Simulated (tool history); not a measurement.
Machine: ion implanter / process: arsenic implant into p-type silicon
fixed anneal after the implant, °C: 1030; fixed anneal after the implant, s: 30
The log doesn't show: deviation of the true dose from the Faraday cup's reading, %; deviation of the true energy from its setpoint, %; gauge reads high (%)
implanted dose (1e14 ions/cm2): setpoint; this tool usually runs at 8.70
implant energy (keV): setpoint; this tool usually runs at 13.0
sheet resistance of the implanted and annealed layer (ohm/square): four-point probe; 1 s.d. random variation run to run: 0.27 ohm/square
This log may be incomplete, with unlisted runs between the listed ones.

run,hour,implanted dose (1e14 ions/cm2),implant energy (keV),wafers since the last listed run,hours since the last dose calibration,hours since the extraction supply was calibrated,hours since the gauge calibration,"read-back reference wafer on the same gauge, sheet resistance",sheet resistance of the implanted and annealed layer (ohm/square)
1,0.0,8.70,13.0,0,950.9,1820.9,878.0,132.84,128.63
2,78.0,8.70,13.0,1032,1028.9,1898.9,956.0,132.97,128.52
3,135.6,8.70,13.0,762,1086.5,1956.5,1013.6,132.86,128.90
4,204.6,8.70,13.0,913,1155.5,2025.5,1082.6,133.08,128.74
5,246.7,8.70,14.5,557,1197.6,2067.6,1124.7,132.92,127.67
6,288.5,8.70,14.5,553,1239.4,2109.4,1166.5,133.00,128.29
7,384.6,8.70,14.5,1272,1335.5,2205.5,1262.6,133.15,128.03
8,467.4,8.70,13.0,1095,1418.3,2288.3,1345.4,132.94,129.03
9,570.0,8.70,13.0,1358,1520.9,2390.9,1448.0,133.08,128.55
# hour 586.0: gauge calibrated
10,640.7,9.69,13.0,935,1591.6,2461.6,54.7,132.92,119.89
11,726.3,9.69,13.0,1133,1677.2,2547.2,140.3,132.94,119.79
12,810.6,8.70,13.0,1115,1761.5,2631.5,224.6,133.00,128.85
13,847.7,8.70,11.0,491,1798.6,2668.6,261.7,133.03,129.94
# hour 927.9: extraction supply calibrated
14,1001.7,10.42,11.5,1932,1952.6,73.8,415.7,133.15,115.47
15,1075.4,6.72,16.5,975,2026.3,147.5,489.4,133.00,153.25
# hour 1154.7: Faraday cup replaced and dose calibrated
16,1356.5,8.70,13.0,3614,201.8,428.6,770.5,132.96,128.87
17,1412.4,6.15,9.0,739,257.7,484.5,826.4,132.93,169.09
18,1519.2,10.87,13.0,1413,364.5,591.3,933.2,133.00,111.49
19,1604.5,11.16,9.5,1129,449.8,676.6,1018.5,132.99,112.06
20,1686.4,7.07,10.0,1084,531.7,758.5,1100.4,133.04,152.19
21,1736.2,8.70,13.0,659,581.5,808.3,1150.2,133.00,128.90
22,1791.8,7.17,11.0,735,637.1,863.9,1205.8,132.99,149.29
23,1890.1,8.70,9.0,1301,735.4,962.2,1304.1,132.97,131.57

Predict each of these 4 candidate next runs independently; none follows another, all start after run 23:
A,1890.5,8.70,13.0,5,735.8,962.6,1304.5,?,?
B,1890.5,10.60,14.5,5,735.8,962.6,1304.5,?,?
C,1890.5,10.76,17.0,5,735.8,962.6,1304.5,?,?
D,1890.5,9.48,13.0,5,735.8,962.6,1304.5,?,?

run,"read-back reference wafer on the same gauge, sheet resistance",sheet resistance of the implanted and annealed layer (ohm/square)
A,132.99,128.69
B,132.99,112.07
C,132.99,109.51
D,132.99,121.35
Stripped of hidden state, with their random variation kept, the same runs would have yielded:
run,sheet resistance of the implanted and annealed layer (ohm/square)
A,128.69
B,112.07
C,109.51
D,121.35
